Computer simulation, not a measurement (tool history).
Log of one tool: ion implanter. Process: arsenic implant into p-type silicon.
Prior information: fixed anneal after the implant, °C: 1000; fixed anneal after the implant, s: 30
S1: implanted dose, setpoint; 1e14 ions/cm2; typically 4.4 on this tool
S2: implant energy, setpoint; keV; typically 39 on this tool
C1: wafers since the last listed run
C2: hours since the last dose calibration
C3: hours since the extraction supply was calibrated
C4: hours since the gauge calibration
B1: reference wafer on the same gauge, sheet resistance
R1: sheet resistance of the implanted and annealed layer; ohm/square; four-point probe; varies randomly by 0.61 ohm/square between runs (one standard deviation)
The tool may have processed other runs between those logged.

run	hour	S1	S2	C1	C2	C3	C4	B1	R1
1	0	4.4	39	0	7.9	1701.7	94.5	205.94	203.78
2	21.6	4.4	39	450	29.5	1723.3	116.1	205.98	201.84
3	54.3	5.1	43	682	62.2	1756	148.8	205.9	177.59
4	70.1	5.1	43	329	78	1771.8	164.6	205.93	177.23
5	95.7	5.1	43	534	103.6	1797.4	190.2	205.97	176.21
6	149.3	4.4	42	1118	157.2	1851	243.8	205.89	199.54
7	183.4	4.4	42	711	191.3	1885.1	277.9	205.96	198.87
8	214.4	4.4	42	646	222.3	1916.1	308.9	205.96	197.34
9	273	4.4	39	1222	280.9	1974.7	367.5	206.08	199.86
10	288.4	4.67	34.5	321	296.3	1990.1	382.9	205.89	194.19
11	304.2	4.67	34.5	329	312.1	2005.9	398.7	205.97	195.1
12	379.8	4.67	34.5	1577	387.7	2081.5	474.3	206.14	194.6
13	397.6	4.4	39	371	405.5	2099.3	492.1	206.03	199.84
14	432.3	4.4	39	724	440.2	2134	526.8	206.01	199.83
# hour 449.9: extraction supply calibrated
15	450.4	5.47	28	210	458.3	0.5	544.9	205.93	178.77
16	481.6	4.4	39	651	489.5	31.7	576.1	205.99	199.01
17	513.2	4.4	39	659	521.1	63.3	607.7	205.97	199.02
18	528.7	4.4	33.5	323	536.6	78.8	623.2	206.04	203.53
# hour 570.9: Faraday cup replaced and dose calibrated
19	571.4	3.9	48	724	0.5	121.5	665.9	205.97	216.53
20	594.1	5.33	33.5	473	23.2	144.2	688.6	206.08	178.61
# hour 602.1: gauge calibrated
21	613.9	4.82	35	413	43	164	11.8	206.03	192.52
22	649.3	3.87	39	738	78.4	199.4	47.2	206.02	222.54
23	673.2	4.67	34.5	498	102.3	223.3	71.1	205.97	195.77
24	693.9	4.4	44.5	431	123	244	91.8	205.95	197.66
25	722.9	3.11	26	605	152	273	120.8	205.88	276.68
26	757.3	4.4	31	717	186.4	307.4	155.2	206.06	209.32
27	788.9	5.64	39	659	218	339	186.8	205.96	165.87

4 options for the next run, each taken on its own from the tool as it stands now. Forecast them:
A	789.3	4.4	39	8	218.4	339.4	187.2	?	?
B	789.3	4.87	44.5	8	218.4	339.4	187.2	?	?
C	789.3	5.27	25.5	8	218.4	339.4	187.2	?	?
D	789.3	5.53	39	8	218.4	339.4	187.2	?	?

run	B1	R1
A	206.13	201.84
B	206.13	183.21
C	206.13	187.4
D	206.13	169.32
With no hidden state in the tool, these same runs would have given:
run	R1
A	203.95
B	185.14
C	189.31
D	171.1
